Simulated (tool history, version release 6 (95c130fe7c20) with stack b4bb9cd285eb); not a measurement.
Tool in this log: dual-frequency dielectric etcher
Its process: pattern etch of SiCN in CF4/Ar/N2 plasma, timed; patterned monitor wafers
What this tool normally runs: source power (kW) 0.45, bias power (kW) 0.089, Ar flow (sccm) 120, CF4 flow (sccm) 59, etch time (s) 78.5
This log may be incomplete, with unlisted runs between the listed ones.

run    hour  source power (kW)  bias power (kW)  Ar flow (sccm)  CF4 flow (sccm)  etch time (s)  read-back reference wafer on the same gauge, depth_nm  mean etch depth across the wafer (Å)
  1       0               0.42            0.089             120               59           78.5                                                   78.2                                   659
  2      97               0.45            0.089             120               59           78.5                                                   78.4                                   715
  3   135.7               0.45            0.089             120               59           78.5                                                   78.2                                   717
  4   188.9               0.45            0.089             120               59           78.5                                                   78.2                                   715
  5   233.4               0.45            0.089             120               59           78.5                                                   78.4                                   717
  6   290.4               0.42            0.089             127               59           78.5                                                   78.4                                   654
  7   349.8               0.42            0.089             127               59           78.5                                                   78.4                                   662
  8   438.8               0.45            0.089             120               59           78.5                                                   78.3                                   643
  9   716.5               0.41            0.089             120               73           78.5                                                   78.5                                   648
 10   823.8               0.52            0.089             139               59           78.5                                                   78.2                                   784
 11   922.9               0.45            0.089             120               59           78.5                                                   78.2                                   688
 12   993.3               0.45            0.071              99               59           78.5                                                   78.2                                   645
 13  1040.1               0.45            0.089             120               59           78.5                                                   78.3                                   695
 14  1116.5               0.45            0.076             120               52             62                                                   78.2                                   492
 15  1211.9                0.4            0.089             120               59           78.5                                                   78.4                                   611
 16  1294.6               0.41            0.089             147               65           78.5                                                   78.4                                   617
 17  1393.2               0.55            0.107             120               59           78.5                                                   78.4                                   918
 18  1458.1               0.35            0.072             120               65           62.5                                                   78.3                                   392
 19  1522.4               0.45            0.089             120               59             64                                                   78.3                                   566
 20  1605.5               0.45            0.089             120               67             59                                                   78.4                                   531
 21  1652.9               0.49            0.104             120               63           78.5                                                   78.4                                   816
 22  1700.2               0.45             0.08             120               64             56                                                   78.4                                   484

Withheld: 10 entries from between the runs. Position of each, and hidden state at the listed run before versus the listed run after:
Logged between run 3 and run 4: CF4 flow controller replaced (hour 174.3)
  source power that arrives over what is set, %: 4.02 -> 4.06
  the result without the hidden state subtracted from the measured one, mean etch depth across the wafer (Å): +29 -> +29
Logged between run 6 and run 7: Ar flow controller replaced (hour 303)
  source power that arrives over what is set, %: 4.14 -> 4.19
  the result without the hidden state subtracted from the measured one, mean etch depth across the wafer (Å): +27 -> +27
Logged between run 7 and run 8: source power generator calibrated (hour 378.7)
  source power that arrives over what is set, %: 4.19 -> -6.04
  the result without the hidden state subtracted from the measured one, mean etch depth across the wafer (Å): +27 -> -44
Logged between run 8 and run 9: wet clean of the chamber (hour 470.2); upper electrode replaced (hour 530.3); bias power generator calibrated (hour 576.4); source power generator calibrated, repeated, since the last time left the tool worse (hour 713.8)
  source power that arrives over what is set, %: -6.04 -> 0.465
  the result without the hidden state subtracted from the measured one, mean etch depth across the wafer (Å): -44 -> +3
Logged between run 9 and run 10: gauge calibrated (hour 728.4)
  source power that arrives over what is set, %: 0.465 -> 0.549
  the result without the hidden state subtracted from the measured one, mean etch depth across the wafer (Å): +3 -> +5
Logged between run 10 and run 11: wet clean of the chamber (hour 922.4)
  source power that arrives over what is set, %: 0.549 -> 0.627
  the result without the hidden state subtracted from the measured one, mean etch depth across the wafer (Å): +5 -> +5
Logged between run 16 and run 17: wet clean of the chamber (hour 1368.8)
  source power that arrives over what is set, %: 0.919 -> 0.997
  the result without the hidden state subtracted from the measured one, mean etch depth across the wafer (Å): +5 -> +9
